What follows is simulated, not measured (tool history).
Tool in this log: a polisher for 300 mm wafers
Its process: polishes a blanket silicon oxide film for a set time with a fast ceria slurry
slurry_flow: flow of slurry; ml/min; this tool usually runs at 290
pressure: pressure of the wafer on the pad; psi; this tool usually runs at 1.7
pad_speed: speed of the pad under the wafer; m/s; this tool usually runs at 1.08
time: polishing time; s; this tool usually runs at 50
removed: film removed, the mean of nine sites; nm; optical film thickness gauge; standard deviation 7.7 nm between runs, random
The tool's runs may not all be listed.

run   hour  slurry_flow  pressure  pad_speed  time  wafers since the last listed run  wafers polished on this pad  hours since the slurry nozzle was cleaned  hours since the head pressure was calibrated  incoming thickness of the incoming film, nm  removed
  1      0          290       1.7       1.08    50                                 0                         1580                                      315.6                                         557.5                                       1546.3    464.1
        25  -- worn pad replaced by a new one
  2   26.6          290       1.7       1.08    50                               360                           25                                      342.2                                         584.1                                       1554.3      523
  3     61          290       1.7       1.08    50                               549                          574                                      376.6                                         618.5                                       1533.1    503.8
  4  122.4          290       1.9       1.08    50                               980                         1555                                        438                                         679.9                                       1535.5    525.7
     164.1  -- worn pad replaced by a new one
  5  166.3          290       1.9       1.08    50                               637                           35                                      481.9                                         723.8                                       1534.7    560.5
  6  202.7          290       1.9       1.08    50                               581                          616                                      518.3                                         760.2                                       1558.1    517.8
  7  240.7          220       1.7       0.82    50                               606                         1223                                      556.3                                         798.2                                       1548.7    339.6
     270.4  -- worn pad replaced by a new one
  8  292.1          235       2.2       0.86    33                               757                          346                                      607.7                                         849.6                                       1566.6    309.8
  9  322.2          315       1.7       0.78    66                               480                          827                                      637.8                                         879.7                                       1568.6    429.9
     345.7  -- slurry nozzle cleaned
 10  350.6          290       1.7       1.08    50                               437                         1265                                        4.9                                         908.1                                       1552.4      426
 11  385.6          225       1.7       1.08    50                               559                         1824                                       39.9                                         943.1                                         1551    417.2
     401.7  -- head pressure recalibrated
     410.4  -- worn pad replaced by a new one
 12  423.6          220       1.7       1.32    50                               511                          210                                       77.9                                          21.9                                         1570    645.6
 13  450.3          290       1.7       1.08    50                               426                          636                                      104.6                                          48.6                                       1570.1    509.7
     541.9  -- worn pad replaced by a new one
 14  625.2          355       1.3       1.08    50                              2729                         1330                                      279.5                                         223.5                                       1557.7    378.6

Below are 5 alternative next runs, each starting from the tool's condition after run 14. Predict each:
  A  625.6          290       1.7       1.08    50                                 6                         1337                                      279.9                                         223.9                                       1577.7        ?
  B  625.6          290       1.7       1.08    60                                 6                         1337                                      279.9                                         223.9                                       1577.7        ?
  C  625.6          355       1.2       1.34    50                                 6                         1337                                      279.9                                         223.9                                       1577.7        ?
  D  625.6          320       1.7        1.2    65                                 6                         1337                                      279.9                                         223.9                                       1577.7        ?
  E  625.6          290       1.4       1.08    33                                 6                         1337                                      279.9                                         223.9                                       1577.7        ?

run  removed
  A    481.2
  B    577.4
  C    427.4
  D      700
  E    261.5
Take away the tool's hidden state, keep each run's random variation, and the runs would have read:
run  removed
  A    542.1
  B    650.5
  C    481.5
  D    788.6
  E    294.6

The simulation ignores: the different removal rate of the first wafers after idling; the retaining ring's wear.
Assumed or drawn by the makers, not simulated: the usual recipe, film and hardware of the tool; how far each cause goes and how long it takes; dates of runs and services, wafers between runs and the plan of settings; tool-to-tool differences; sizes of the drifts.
